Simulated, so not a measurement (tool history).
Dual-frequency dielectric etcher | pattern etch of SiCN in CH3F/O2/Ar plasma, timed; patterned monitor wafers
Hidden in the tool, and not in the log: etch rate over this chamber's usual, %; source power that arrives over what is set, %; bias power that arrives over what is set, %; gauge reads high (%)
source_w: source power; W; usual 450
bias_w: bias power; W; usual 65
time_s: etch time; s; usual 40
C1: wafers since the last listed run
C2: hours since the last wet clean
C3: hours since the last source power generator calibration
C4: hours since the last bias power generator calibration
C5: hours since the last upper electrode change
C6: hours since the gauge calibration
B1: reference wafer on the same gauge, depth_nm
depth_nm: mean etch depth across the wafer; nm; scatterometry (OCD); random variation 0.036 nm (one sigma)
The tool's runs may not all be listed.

Run 1, day 0: usual settings; C1 0; C2 261.9; C3 4354.7; C4 1907.1; C5 5517.5; C6 383.5; B1 13.79. Result: depth_nm 14.84 nm.
Run 2, day 0.708: usual settings but source_w 510 W, time_s 31 s; C1 169; C2 278.9; C3 4371.7; C4 1924.1; C5 5534.5; C6 400.5; B1 13.81. Result: depth_nm 12.12 nm.
Run 3, day 1.133: usual settings but source_w 510 W, time_s 31 s; C1 101; C2 289.1; C3 4381.9; C4 1934.3; C5 5544.7; C6 410.7; B1 13.79. Result: depth_nm 12.09 nm.
At day 1.162: gauge calibrated.
At day 1.471: source power generator calibrated.
Run 4, day 1.492: usual settings; C1 45; C2 297.7; C3 0.5; C4 1942.9; C5 5553.3; C6 7.9; B1 13.82. Result: depth_nm 14.89 nm.
Run 5, day 2.733: usual settings; C1 297; C2 327.5; C3 30.3; C4 1972.7; C5 5583.1; C6 37.7; B1 13.81. Result: depth_nm 14.89 nm.
Run 6, day 3.379: usual settings but source_w 380 W, bias_w 54 W; C1 154; C2 343; C3 45.8; C4 1988.2; C5 5598.6; C6 53.2; B1 13.79. Result: depth_nm 13.14 nm.
Run 7, day 3.775: usual settings but source_w 380 W, bias_w 54 W; C1 94; C2 352.5; C3 55.3; C4 1997.7; C5 5608.1; C6 62.7; B1 13.81. Result: depth_nm 13.15 nm.
At day 5.375: wet clean of the chamber.
Run 8, day 5.396: usual settings but source_w 380 W, bias_w 54 W; C1 148; C2 0.5; C3 94.2; C4 2036.6; C5 5647; C6 101.6; B1 13.8. Result: depth_nm 13.15 nm.
Run 9, day 5.412: usual settings but source_w 340 W, time_s 36.5 s; C1 3; C2 0.9; C3 94.6; C4 2037; C5 5647.4; C6 102; B1 13.81. Result: depth_nm 12.22 nm.
Run 10, day 5.854: usual settings but source_w 480 W; C1 105; C2 11.5; C3 105.2; C4 2047.6; C5 5658; C6 112.6; B1 13.8. Result: depth_nm 15.25 nm.
Run 11, day 6.571: usual settings but source_w 490 W; C1 171; C2 28.7; C3 122.4; C4 2064.8; C5 5675.2; C6 129.8; B1 13.81. Result: depth_nm 15.41 nm.
Run 12, day 7.188: usual settings but bias_w 70 W; C1 147; C2 43.5; C3 137.2; C4 2079.6; C5 5690; C6 144.6; B1 13.8. Result: depth_nm 15.22 nm.
At day 7.408: bias power generator calibrated.
Run 13, day 7.725: usual settings; C1 88; C2 56.4; C3 150.1; C4 7.6; C5 5702.9; C6 157.5; B1 13.81. Result: depth_nm 14.88 nm.
Run 14, day 8.304: usual settings; C1 138; C2 70.3; C3 164; C4 21.5; C5 5716.8; C6 171.4; B1 13.81. Result: depth_nm 14.83 nm.
At day 9.754: upper electrode replaced.
Run 15, day 9.775: usual settings but bias_w 57 W; C1 112; C2 105.6; C3 199.3; C4 56.8; C5 0.5; C6 206.7; B1 13.8. Result: depth_nm 14.25 nm.
Run 16, day 9.788: usual settings but source_w 520 W, bias_w 79 W, time_s 31 s; C1 2; C2 105.9; C3 199.6; C4 57.1; C5 0.8; C6 207; B1 13.79. Result: depth_nm 12.98 nm.
Run 17, day 9.867: usual settings; C1 18; C2 107.8; C3 201.5; C4 59; C5 2.7; C6 208.9; B1 13.8. Result: depth_nm 14.88 nm.
Run 18, day 10.175: usual settings but source_w 400 W, bias_w 80 W, time_s 36 s; C1 73; C2 115.2; C3 208.9; C4 66.4; C5 10.1; C6 216.3; B1 13.79. Result: depth_nm 13.69 nm.
Run 19, day 10.508: usual settings but source_w 380 W, bias_w 54 W; C1 79; C2 123.2; C3 216.9; C4 74.4; C5 18.1; C6 224.3; B1 13.81. Result: depth_nm 13.23 nm.
Run 20, day 10.888: usual settings but source_w 340 W, bias_w 81 W, time_s 48.5 s; C1 90; C2 132.3; C3 226; C4 83.5; C5 27.2; C6 233.4; B1 13.79. Result: depth_nm 17.34 nm.
Run 21, day 11.154: usual settings but source_w 550 W; C1 63; C2 138.7; C3 232.4; C4 89.9; C5 33.6; C6 239.8; B1 13.78. Result: depth_nm 16.11 nm.
Run 22, day 11.446: usual settings but source_w 350 W, time_s 46 s; C1 69; C2 145.7; C3 239.4; C4 96.9; C5 40.6; C6 246.8; B1 13.81. Result: depth_nm 15.44 nm.
Run 23, day 11.862: usual settings but source_w 400 W, time_s 49 s; C1 99; C2 155.7; C3 249.4; C4 106.9; C5 50.6; C6 256.8; B1 13.81. Result: depth_nm 17.38 nm.
Run 24, day 12.45: usual settings but time_s 29.5 s; C1 140; C2 169.8; C3 263.5; C4 121; C5 64.7; C6 270.9; B1 13.79. Result: depth_nm 11 nm.
Run 25, day 13.162: usual settings but source_w 510 W, bias_w 80 W; C1 170; C2 186.9; C3 280.6; C4 138.1; C5 81.8; C6 288; B1 13.8. Result: depth_nm 16.73 nm.
Run 26, day 13.629: usual settings but source_w 420 W; C1 111; C2 198.1; C3 291.8; C4 149.3; C5 93; C6 299.2; B1 13.81. Result: depth_nm 14.47 nm.
Run 27, day 14.317: usual settings; C1 164; C2 214.6; C3 308.3; C4 165.8; C5 109.5; C6 315.7; B1 13.8. Result: depth_nm 14.84 nm.
Run 28, day 15.017: usual settings; C1 167; C2 231.4; C3 325.1; C4 182.6; C5 126.3; C6 332.5; B1 13.82. Result: depth_nm 14.87 nm.
Run 29, day 15.617: usual settings but source_w 550 W, time_s 32.5 s; C1 143; C2 245.8; C3 339.5; C4 197; C5 140.7; C6 346.9; B1 13.8. Result: depth_nm 13.05 nm.
Run 30, day 16.354: usual settings but source_w 500 W, bias_w 57 W; C1 176; C2 263.5; C3 357.2; C4 214.7; C5 158.4; C6 364.6; B1 13.8. Result: depth_nm 14.93 nm.

Forecast each of these 4 alternatives for the next run:
Run A, day 16.371: usual settings but source_w 500 W; C1 3; C2 263.9; C3 357.6; C4 215.1; C5 158.8; C6 365; B1 ?. Result: depth_nm ?.
Run B, day 16.371: usual settings but source_w 520 W, bias_w 50 W, time_s 47.5 s; C1 3; C2 263.9; C3 357.6; C4 215.1; C5 158.8; C6 365; B1 ?. Result: depth_nm ?.
Run C, day 16.371: usual settings but source_w 520 W, bias_w 51 W, time_s 30.5 s; C1 3; C2 263.9; C3 357.6; C4 215.1; C5 158.8; C6 365; B1 ?. Result: depth_nm ?.
Run D, day 16.371: usual settings but source_w 360 W, time_s 36.5 s; C1 3; C2 263.9; C3 357.6; C4 215.1; C5 158.8; C6 365; B1 ?. Result: depth_nm ?.

run     B1  depth_nm
  A  13.81     15.42
  B  13.81     17.19
  C  13.81      11.1
  D  13.81      12.4
Without the tool's hidden state the same runs would have given:
run  depth_nm
  A     15.42
  B     17.19
  C      11.1
  D      12.4

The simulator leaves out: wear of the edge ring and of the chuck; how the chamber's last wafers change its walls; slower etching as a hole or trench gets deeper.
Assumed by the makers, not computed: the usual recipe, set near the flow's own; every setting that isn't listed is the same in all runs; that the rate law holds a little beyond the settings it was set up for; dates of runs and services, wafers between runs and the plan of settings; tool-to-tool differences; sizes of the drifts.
